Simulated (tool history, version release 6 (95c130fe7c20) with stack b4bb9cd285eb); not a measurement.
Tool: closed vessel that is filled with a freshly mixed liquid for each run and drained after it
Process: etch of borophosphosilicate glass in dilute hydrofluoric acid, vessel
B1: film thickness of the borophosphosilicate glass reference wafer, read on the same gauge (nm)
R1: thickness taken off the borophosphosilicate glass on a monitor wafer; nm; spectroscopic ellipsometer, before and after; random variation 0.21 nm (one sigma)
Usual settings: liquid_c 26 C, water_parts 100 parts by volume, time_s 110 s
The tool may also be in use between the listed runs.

run 1 hour=0 | liquid_c=28 water_parts=120 time_s=110 | B1=89.99 | R1=42.12
-- hour=7.8 hydrofluoric acid flow meter replaced
run 2 hour=88.4 | liquid_c=28 water_parts=120 time_s=110 | B1=90.01 | R1=43.9
run 3 hour=140 | liquid_c=28 water_parts=120 time_s=110 | B1=90 | R1=43.7
run 4 hour=228.4 | liquid_c=26 water_parts=100 time_s=135 | B1=90.01 | R1=60.4
run 5 hour=265.3 | liquid_c=26 water_parts=100 time_s=135 | B1=90.01 | R1=60.8
run 6 hour=518.9 | liquid_c=26 water_parts=100 time_s=125 | B1=89.98 | R1=54.98
run 7 hour=570.4 | liquid_c=26 water_parts=75 time_s=110 | B1=90.02 | R1=66.1
-- hour=573.8 hydrofluoric acid flow meter replaced
run 8 hour=664.3 | liquid_c=26 water_parts=70 time_s=110 | B1=89.98 | R1=74.34
run 9 hour=710.3 | liquid_c=26 water_parts=70 time_s=110 | B1=89.99 | R1=73.97
-- hour=722.3 gauge calibrated
run 10 hour=774.2 | liquid_c=26 water_parts=70 time_s=110 | B1=90.01 | R1=73.86
run 11 hour=850.3 | liquid_c=28 water_parts=120 time_s=110 | B1=90.01 | R1=42.98
run 12 hour=928.7 | liquid_c=23 water_parts=65 time_s=45 | B1=90.01 | R1=28.58
run 13 hour=983.3 | liquid_c=24.5 water_parts=100 time_s=110 | B1=90.01 | R1=45.82
run 14 hour=1029.7 | liquid_c=26 water_parts=100 time_s=110 | B1=90.01 | R1=48.66
run 15 hour=1075.7 | liquid_c=24.5 water_parts=100 time_s=155 | B1=90.01 | R1=64
-- hour=1087.9 thermometer replaced
-- hour=1165 hydrofluoric acid flow meter replaced
run 16 hour=1170.1 | liquid_c=26 water_parts=100 time_s=110 | B1=90 | R1=50.94

Forecast run 17:
run 17 hour=1224.7 | liquid_c=26 water_parts=65 time_s=60 | B1=? | R1=?

Run 17 gave B1 89.99, R1 44.29 nm.
Without the tool's hidden state the same run would have given R1 44.6 nm.
